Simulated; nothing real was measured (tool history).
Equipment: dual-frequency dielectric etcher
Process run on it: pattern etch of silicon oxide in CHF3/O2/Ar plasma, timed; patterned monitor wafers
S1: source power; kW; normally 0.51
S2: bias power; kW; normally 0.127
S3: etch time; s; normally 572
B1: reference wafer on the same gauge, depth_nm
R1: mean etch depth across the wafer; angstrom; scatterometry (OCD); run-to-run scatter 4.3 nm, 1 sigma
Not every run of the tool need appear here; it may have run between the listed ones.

run 1 hour=0 | S1=0.56 S2=0.134 S3=572 | B1=1063.2 | R1=9922
run 2 hour=19.6 | S1=0.56 S2=0.134 S3=572 | B1=1062.7 | R1=9933
run 3 hour=52.7 | S1=0.56 S2=0.134 S3=572 | B1=1062.9 | R1=9851
run 4 hour=74.4 | S1=0.51 S2=0.127 S3=572 | B1=1062.8 | R1=9127
run 5 hour=109 | S1=0.51 S2=0.127 S3=572 | B1=1063 | R1=9135
run 6 hour=124.7 | S1=0.51 S2=0.127 S3=572 | B1=1063.8 | R1=9122
run 7 hour=145.2 | S1=0.51 S2=0.127 S3=572 | B1=1063.6 | R1=9097
run 8 hour=163 | S1=0.51 S2=0.138 S3=572 | B1=1063.5 | R1=9376
run 9 hour=182.3 | S1=0.51 S2=0.138 S3=572 | B1=1061.7 | R1=9399
run 10 hour=212.2 | S1=0.44 S2=0.127 S3=572 | B1=1064.7 | R1=8231
-- hour=248.1 bias power generator calibrated
run 11 hour=254.5 | S1=0.44 S2=0.127 S3=572 | B1=1062.2 | R1=8207
-- hour=281.6 upper electrode replaced
run 12 hour=282.1 | S1=0.51 S2=0.127 S3=572 | B1=1063.1 | R1=9042
run 13 hour=292.7 | S1=0.51 S2=0.127 S3=572 | B1=1063.1 | R1=9034
run 14 hour=304.9 | S1=0.45 S2=0.144 S3=572 | B1=1064.3 | R1=8750
-- hour=357.5 source power generator calibrated
run 15 hour=358 | S1=0.6 S2=0.127 S3=414 | B1=1062.9 | R1=7163
run 16 hour=382.2 | S1=0.51 S2=0.127 S3=572 | B1=1061.9 | R1=9066
run 17 hour=404.2 | S1=0.45 S2=0.127 S3=572 | B1=1063.3 | R1=8309
-- hour=407.8 gauge calibrated
-- hour=437.6 wet clean of the chamber
run 18 hour=438.1 | S1=0.51 S2=0.156 S3=460 | B1=1063.3 | R1=8107
run 19 hour=445 | S1=0.56 S2=0.127 S3=664 | B1=1062.3 | R1=11451
run 20 hour=466.9 | S1=0.51 S2=0.127 S3=572 | B1=1063.6 | R1=9296
run 21 hour=500.9 | S1=0.51 S2=0.127 S3=572 | B1=1063.9 | R1=9237
run 22 hour=530.9 | S1=0.47 S2=0.1 S3=479 | B1=1063.1 | R1=6706
run 23 hour=619.5 | S1=0.51 S2=0.116 S3=572 | B1=1063.3 | R1=8894
run 24 hour=633.8 | S1=0.51 S2=0.127 S3=665 | B1=1061.8 | R1=10669

Here are 5 independent what-if runs from the current tool condition. What would each one return?
run A hour=634.4 | S1=0.51 S2=0.127 S3=440 | B1=? | R1=?
run B hour=634.4 | S1=0.59 S2=0.127 S3=572 | B1=? | R1=?
run C hour=634.4 | S1=0.62 S2=0.127 S3=572 | B1=? | R1=?
run D hour=634.4 | S1=0.51 S2=0.152 S3=572 | B1=? | R1=?
run E hour=634.4 | S1=0.46 S2=0.101 S3=572 | B1=? | R1=?

run=A B1=1062.9 R1=7103
run=B B1=1062.9 R1=10078
run=C B1=1062.9 R1=10368
run=D B1=1062.9 R1=9902
run=E B1=1062.9 R1=7904
Stripped of hidden state, with their random variation kept, the same runs would have yielded:
run=A R1=7200
run=B R1=10216
run=C R1=10510
run=D R1=10037
run=E R1=8012
